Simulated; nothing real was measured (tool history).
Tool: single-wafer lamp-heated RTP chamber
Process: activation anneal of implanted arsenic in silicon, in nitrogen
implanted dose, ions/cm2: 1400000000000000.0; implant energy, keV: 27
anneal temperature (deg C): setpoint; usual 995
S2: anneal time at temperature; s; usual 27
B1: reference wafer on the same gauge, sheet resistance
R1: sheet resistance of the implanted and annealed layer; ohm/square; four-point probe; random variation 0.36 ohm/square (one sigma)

{"run": 1, "hour": 0.0, "anneal temperature (deg C)": 995, "S2": 27, "B1": 123.95, "R1": 107.55}
{"run": 2, "hour": 6.5, "anneal temperature (deg C)": 995, "S2": 27, "B1": 123.87, "R1": 107.81}
{"run": 3, "hour": 21.2, "anneal temperature (deg C)": 995, "S2": 27, "B1": 123.92, "R1": 107.86}
{"run": 4, "hour": 37.8, "anneal temperature (deg C)": 995, "S2": 27, "B1": 123.9, "R1": 107.48}
{"run": 5, "hour": 50.1, "anneal temperature (deg C)": 995, "S2": 27, "B1": 124.0, "R1": 107.68}
{"run": 6, "hour": 67.1, "anneal temperature (deg C)": 995, "S2": 27, "B1": 123.94, "R1": 107.77}
{"run": 7, "hour": 81.1, "anneal temperature (deg C)": 995, "S2": 27, "B1": 123.94, "R1": 108.54}
{"run": 8, "hour": 92.6, "anneal temperature (deg C)": 995, "S2": 27, "B1": 123.91, "R1": 108.03}
{"run": 9, "hour": 101.8, "anneal temperature (deg C)": 995, "S2": 27, "B1": 124.01, "R1": 107.76}
{"hour": 104.2, "done": "gauge calibrated"}
{"run": 10, "hour": 113.1, "anneal temperature (deg C)": 995, "S2": 27, "B1": 123.92, "R1": 107.56}
{"hour": 123.3, "done": "pyrometer window cleaned and pyrometer calibrated"}
{"run": 11, "hour": 123.8, "anneal temperature (deg C)": 995, "S2": 16, "B1": 123.97, "R1": 112.12}
{"run": 12, "hour": 135.9, "anneal temperature (deg C)": 995, "S2": 16, "B1": 124.02, "R1": 112.27}
{"run": 13, "hour": 154.2, "anneal temperature (deg C)": 1006, "S2": 27, "B1": 123.87, "R1": 105.59}
{"hour": 172.2, "done": "reflector plate cleaned"}
{"run": 14, "hour": 172.7, "anneal temperature (deg C)": 1006, "S2": 21, "B1": 124.09, "R1": 107.83}
{"run": 15, "hour": 178.1, "anneal temperature (deg C)": 1004, "S2": 11, "B1": 123.95, "R1": 113.77}
{"run": 16, "hour": 194.9, "anneal temperature (deg C)": 985, "S2": 33, "B1": 123.87, "R1": 108.88}
{"run": 17, "hour": 211.7, "anneal temperature (deg C)": 995, "S2": 27, "B1": 123.73, "R1": 108.15}
{"run": 18, "hour": 218.5, "anneal temperature (deg C)": 995, "S2": 27, "B1": 123.74, "R1": 108.12}
{"run": 19, "hour": 230.5, "anneal temperature (deg C)": 1020, "S2": 12, "B1": 124.07, "R1": 109.41}
{"run": 20, "hour": 239.2, "anneal temperature (deg C)": 965, "S2": 21, "B1": 124.09, "R1": 119.31}
{"run": 21, "hour": 249.0, "anneal temperature (deg C)": 982, "S2": 42, "B1": 123.91, "R1": 107.71}
{"run": 22, "hour": 266.1, "anneal temperature (deg C)": 995, "S2": 27, "B1": 124.03, "R1": 108.25}
{"run": 23, "hour": 273.9, "anneal temperature (deg C)": 966, "S2": 12, "B1": 124.18, "R1": 125.64}
{"run": 24, "hour": 285.3, "anneal temperature (deg C)": 1020, "S2": 27, "B1": 123.85, "R1": 102.25}
{"run": 25, "hour": 298.9, "anneal temperature (deg C)": 995, "S2": 27, "B1": 124.0, "R1": 108.09}
{"run": 26, "hour": 311.2, "anneal temperature (deg C)": 972, "S2": 14, "B1": 124.01, "R1": 120.89}
{"run": 27, "hour": 320.9, "anneal temperature (deg C)": 1016, "S2": 20, "B1": 123.93, "R1": 104.93}
{"run": 28, "hour": 332.6, "anneal temperature (deg C)": 995, "S2": 16, "B1": 123.92, "R1": 111.99}
{"run": 29, "hour": 341.3, "anneal temperature (deg C)": 1003, "S2": 33, "B1": 123.87, "R1": 103.82}
{"run": 30, "hour": 358.5, "anneal temperature (deg C)": 1020, "S2": 20, "B1": 123.97, "R1": 105.01}
{"run": 31, "hour": 369.3, "anneal temperature (deg C)": 995, "S2": 27, "B1": 124.09, "R1": 108.28}
{"run": 32, "hour": 382.0, "anneal temperature (deg C)": 995, "S2": 27, "B1": 123.99, "R1": 107.86}
{"run": 33, "hour": 395.6, "anneal temperature (deg C)": 995, "S2": 27, "B1": 124.03, "R1": 108.08}
{"run": 34, "hour": 408.6, "anneal temperature (deg C)": 1022, "S2": 31, "B1": 123.9, "R1": 100.46}
{"run": 35, "hour": 421.3, "anneal temperature (deg C)": 970, "S2": 17, "B1": 124.02, "R1": 120.26}
{"run": 36, "hour": 435.6, "anneal temperature (deg C)": 995, "S2": 15, "B1": 124.13, "R1": 113.03}
{"run": 37, "hour": 442.7, "anneal temperature (deg C)": 1019, "S2": 12, "B1": 124.09, "R1": 109.71}

What the log doesn't show, run by run:
true wafer temperature minus pyrometer reading, K: 0 in every run
wafer temperature error from the tarnished reflector plate, K: 0 in every run
gauge reads high (%): 0 in every run

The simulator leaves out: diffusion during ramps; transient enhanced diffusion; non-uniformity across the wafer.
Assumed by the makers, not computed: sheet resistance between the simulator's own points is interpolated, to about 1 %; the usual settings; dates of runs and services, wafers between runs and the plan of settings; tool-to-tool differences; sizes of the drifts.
